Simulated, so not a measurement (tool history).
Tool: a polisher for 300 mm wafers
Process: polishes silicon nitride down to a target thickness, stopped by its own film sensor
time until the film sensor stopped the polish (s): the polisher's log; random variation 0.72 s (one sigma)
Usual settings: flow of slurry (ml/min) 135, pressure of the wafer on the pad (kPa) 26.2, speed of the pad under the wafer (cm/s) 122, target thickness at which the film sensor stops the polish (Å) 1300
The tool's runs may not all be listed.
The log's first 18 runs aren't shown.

run	hour	flow of slurry (ml/min)	pressure of the wafer on the pad (kPa)	speed of the pad under the wafer (cm/s)	target thickness at which the film sensor stops the polish (Å)	incoming thickness of the incoming film, nm	time until the film sensor stopped the polish (s)
19	921.4	135	26.2	122	1300	280.2	73.1
20	948.4	135	26.2	140	1300	275.3	63.7
21	993.5	170	26.2	104	1300	279.1	79
# hour 1166.2: slurry nozzle cleaned
22	1198.6	135	26.2	108	1300	281.1	77.6
23	1260.9	135	26.2	122	1300	276.6	70.3
# hour 1276.9: worn pad replaced by a new one
24	1286.4	135	26.2	122	930	283.8	90
25	1328.6	110	26.2	94	1300	282.1	94.5
26	1382.1	120	19.3	148	1430	286.1	82.8
27	1410.4	135	18.6	88	1610	281.8	107.3
28	1464.4	135	19.3	122	1300	282.6	101.3
29	1501.3	95	22.8	88	1300	283.3	125.9
30	1529.2	135	26.2	122	1300	280.2	74.4
31	1573.1	135	26.2	122	1300	279.2	73
32	1607.2	135	22.8	122	1010	278.7	103.9
# hour 1659.9: slurry nozzle cleaned
33	1661.8	135	26.2	122	1300	278.4	67.5
34	1705.9	155	22.1	148	1100	282.2	79.2
35	1764.3	165	23.4	122	1300	275.4	73.5
36	1798.6	135	26.2	154	1300	280.3	58.5

Forecast each of these 5 alternatives for the next run:
A	1799	135	26.2	122	1300	278.9	?
B	1799	135	26.2	122	890	278.9	?
C	1799	135	33.1	160	1300	278.9	?
D	1799	150	26.2	122	1300	278.9	?
E	1799	135	32.4	122	1300	278.9	?

run	time until the film sensor stopped the polish (s)
A	70.1
B	89.4
C	44.7
D	68.5
E	56.7
Without the tool's hidden state the same runs would have given:
run	time until the film sensor stopped the polish (s)
A	68.4
B	87.3
C	43.6
D	67
E	55.3

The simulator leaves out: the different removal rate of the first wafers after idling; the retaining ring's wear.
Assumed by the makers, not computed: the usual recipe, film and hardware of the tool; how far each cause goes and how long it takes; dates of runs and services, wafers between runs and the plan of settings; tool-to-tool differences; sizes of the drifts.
